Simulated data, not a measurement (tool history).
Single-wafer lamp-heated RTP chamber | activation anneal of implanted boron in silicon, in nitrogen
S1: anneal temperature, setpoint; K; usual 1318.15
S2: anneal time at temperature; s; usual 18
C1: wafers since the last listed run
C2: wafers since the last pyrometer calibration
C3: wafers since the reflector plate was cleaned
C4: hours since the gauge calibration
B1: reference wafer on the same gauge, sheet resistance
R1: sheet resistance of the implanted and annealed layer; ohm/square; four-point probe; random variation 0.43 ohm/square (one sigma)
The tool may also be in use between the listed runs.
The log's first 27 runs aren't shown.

| run | hour | S1 | S2 | C1 | C2 | C3 | C4 | B1 | R1 |
|---|---|---|---|---|---|---|---|---|---|
| 28 | 334.6 | 1299.15 | 11 | 109 | 1267 | 1190 | 178.8 | 280.18 | 290.15 |
| 29 | 345.7 | 1306.15 | 24 | 178 | 1445 | 1368 | 189.9 | 280.33 | 287.68 |
| 30 | 362.1 | 1318.15 | 18 | 263 | 1709 | 1631 | 206.3 | 280.63 | 287.89 |
| 31 | 410.4 | 1318.15 | 18 | 775 | 2484 | 2406 | 254.6 | 280.78 | 288.13 |
| 32 | 421.1 | 1294.15 | 11 | 171 | 2655 | 2578 | 265.3 | 281.04 | 290.97 |
| 33 | 436.5 | 1318.15 | 18 | 247 | 2902 | 2825 | 280.7 | 281.20 | 288.72 |
| 34 | 445.8 | 1318.15 | 18 | 149 | 3052 | 2974 | 290.0 | 281.31 | 289.43 |
| 35 | 452.8 | 1337.15 | 14 | 112 | 3164 | 3087 | 297.0 | 281.33 | 288.39 |

Forecast each of these 3 alternatives for the next run:
| A | 453.2 | 1318.15 | 18 | 6 | 3170 | 3093 | 297.4 | ? | ? |
| B | 453.2 | 1318.15 | 22 | 6 | 3170 | 3093 | 297.4 | ? | ? |
| C | 453.2 | 1293.15 | 28 | 6 | 3170 | 3093 | 297.4 | ? | ? |

| run | B1 | R1 |
|---|---|---|
| A | 281.27 | 288.62 |
| B | 281.27 | 288.07 |
| C | 281.27 | 289.27 |
Without the tool's hidden state the same runs would have given:
| run | R1 |
|---|---|
| A | 287.22 |
| B | 286.67 |
| C | 287.87 |

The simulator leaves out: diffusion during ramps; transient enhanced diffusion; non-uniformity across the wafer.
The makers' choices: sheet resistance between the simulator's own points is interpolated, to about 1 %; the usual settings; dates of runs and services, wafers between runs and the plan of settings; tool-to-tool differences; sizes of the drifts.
